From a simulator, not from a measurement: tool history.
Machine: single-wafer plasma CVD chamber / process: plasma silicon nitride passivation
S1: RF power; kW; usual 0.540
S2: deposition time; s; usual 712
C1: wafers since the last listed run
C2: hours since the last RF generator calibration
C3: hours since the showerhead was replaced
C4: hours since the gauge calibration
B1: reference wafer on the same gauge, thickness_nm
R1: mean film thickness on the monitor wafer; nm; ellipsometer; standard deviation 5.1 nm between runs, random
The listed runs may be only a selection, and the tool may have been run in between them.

run,day,S1,S2,C1,C2,C3,C4,B1,R1
1,0.000,0.540,712,0,1507.2,6241.8,450.8,1180.455,1087.705
2,1.179,0.540,712,73,1535.5,6270.1,479.1,1183.048,1085.359
3,2.842,0.540,712,103,1575.4,6310.0,519.0,1179.237,1085.449
4,4.354,0.540,712,94,1611.7,6346.3,555.3,1180.243,1084.236
5,12.954,0.540,712,536,1818.1,6552.7,761.7,1178.860,1076.247
6,14.929,0.540,712,123,1865.5,6600.1,809.1,1180.883,1070.816
7,16.258,0.540,712,82,1897.4,6632.0,841.0,1180.575,1064.832
# day 17.742: RF generator calibrated
8,18.950,0.540,712,147,29.0,6696.6,905.6,1177.978,1038.894
9,20.212,0.540,712,78,59.3,6726.9,935.9,1178.335,1041.712
10,23.175,0.540,712,184,130.4,6798.0,1007.0,1178.800,1038.641
# day 24.246: showerhead replaced
# day 25.117: gauge calibrated
11,25.488,0.540,712,123,185.9,29.8,8.9,1179.536,1055.571
12,27.325,0.470,598,114,230.0,73.9,53.0,1180.332,816.879
# day 29.358: RF generator calibrated, repeated, since the last time left the tool worse
13,29.379,0.460,712,107,0.5,123.2,102.3,1181.632,999.621
14,31.650,0.540,638,141,55.0,177.7,156.8,1181.479,989.528
15,36.092,0.435,772,277,161.6,284.3,263.4,1177.868,1059.034
16,38.458,0.615,634,147,218.4,341.1,320.2,1180.844,1042.772
17,41.162,0.540,712,168,283.3,406.0,385.1,1180.772,1096.840
18,43.208,0.460,654,127,332.4,455.1,434.2,1178.853,916.382
19,45.275,0.625,712,128,382.0,504.7,483.8,1180.950,1173.542
20,47.179,0.625,791,118,427.7,550.4,529.5,1179.344,1303.991
21,50.125,0.540,712,183,498.4,621.1,600.2,1180.118,1092.236
22,51.221,0.580,599,68,524.7,647.4,626.5,1179.207,949.918
23,53.058,0.540,712,114,568.8,691.5,670.6,1180.445,1094.666

Branching from run 23: 4 alternative next runs. What would each branch give?
A,53.083,0.540,764,1,569.4,692.1,671.2,?,?
B,53.083,0.620,609,1,569.4,692.1,671.2,?,?
C,53.083,0.615,602,1,569.4,692.1,671.2,?,?
D,53.083,0.540,842,1,569.4,692.1,671.2,?,?

run,B1,R1
A,1180.117,1168.475
B,1180.117,996.344
C,1180.117,981.160
D,1180.117,1287.769
Without the tool's unlogged condition, the same runs would have read:
run,R1
A,1179.944
B,1006.123
C,990.790
D,1300.409

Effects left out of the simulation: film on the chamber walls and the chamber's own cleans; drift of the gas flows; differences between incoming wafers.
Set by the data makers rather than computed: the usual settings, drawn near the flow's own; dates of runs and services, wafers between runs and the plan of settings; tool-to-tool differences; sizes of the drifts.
